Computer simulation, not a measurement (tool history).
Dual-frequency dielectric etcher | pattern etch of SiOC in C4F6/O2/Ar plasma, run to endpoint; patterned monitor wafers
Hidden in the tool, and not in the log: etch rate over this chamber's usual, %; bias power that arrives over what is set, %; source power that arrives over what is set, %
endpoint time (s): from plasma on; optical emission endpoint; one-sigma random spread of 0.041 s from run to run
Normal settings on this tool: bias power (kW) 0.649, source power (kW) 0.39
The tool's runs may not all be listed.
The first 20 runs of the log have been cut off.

run	day	bias power (kW)	source power (kW)	wafers since the last listed run	hours since the last wet clean	hours since the last bias power generator calibration	hours since the last source power generator calibration	hours since the last upper electrode change	incoming incoming film thickness, nm	endpoint time (s)
21	22.604	0.775	0.32	536	44.8	4259.7	254.6	113.7	46.42	13.4
22	23.288	0.798	0.31	257	61.2	4276.1	271	130.1	46.91	13.5
23	23.983	0.802	0.45	262	77.9	4292.8	287.7	146.8	47.07	11.9
24	24.971	0.597	0.48	372	101.6	4316.5	311.4	170.5	46.51	13.1
25	25.975	0.581	0.36	378	125.7	4340.6	335.5	194.6	46.82	14.6
26	26.854	0.811	0.34	331	146.8	4361.7	356.6	215.7	46.73	12.8
# day 27.279: bias power generator calibrated
27	27.754	0.573	0.32	276	168.4	11.4	378.2	237.3	46.44	15
28	29.05	0.764	0.45	488	199.5	42.5	409.3	268.4	46.8	12
29	30.117	0.649	0.42	401	225.1	68.1	434.9	294	46.9	13.2
30	31.329	0.649	0.39	456	254.2	97.2	464	323.1	46.35	13.2
31	32.242	0.558	0.39	343	276.1	119.1	485.9	345	46.48	14.2
32	33.683	0.649	0.3	543	310.7	153.7	520.5	379.6	46.48	14.5
33	35.092	0.649	0.39	530	344.5	187.5	554.3	413.4	46.16	13.2
34	37.183	0.514	0.34	788	394.7	237.7	604.5	463.6	46.6	15.2
35	37.95	0.795	0.32	288	413.1	256.1	622.9	482	46.79	13

Predict each of these 4 candidate next runs independently; none follows another, all start after run 35:
A	37.967	0.49	0.39	6	413.5	256.5	623.3	482.4	46.8	?
B	37.967	0.707	0.3	6	413.5	256.5	623.3	482.4	46.8	?
C	37.967	0.649	0.35	6	413.5	256.5	623.3	482.4	46.8	?
D	37.967	0.735	0.35	6	413.5	256.5	623.3	482.4	46.8	?

run	endpoint time (s)
A	14.9
B	13.9
C	13.8
D	13.1
Stripped of hidden state, with their random variation kept, the same runs would have yielded:
run	endpoint time (s)
A	15.3
B	14.3
C	14.2
D	13.4
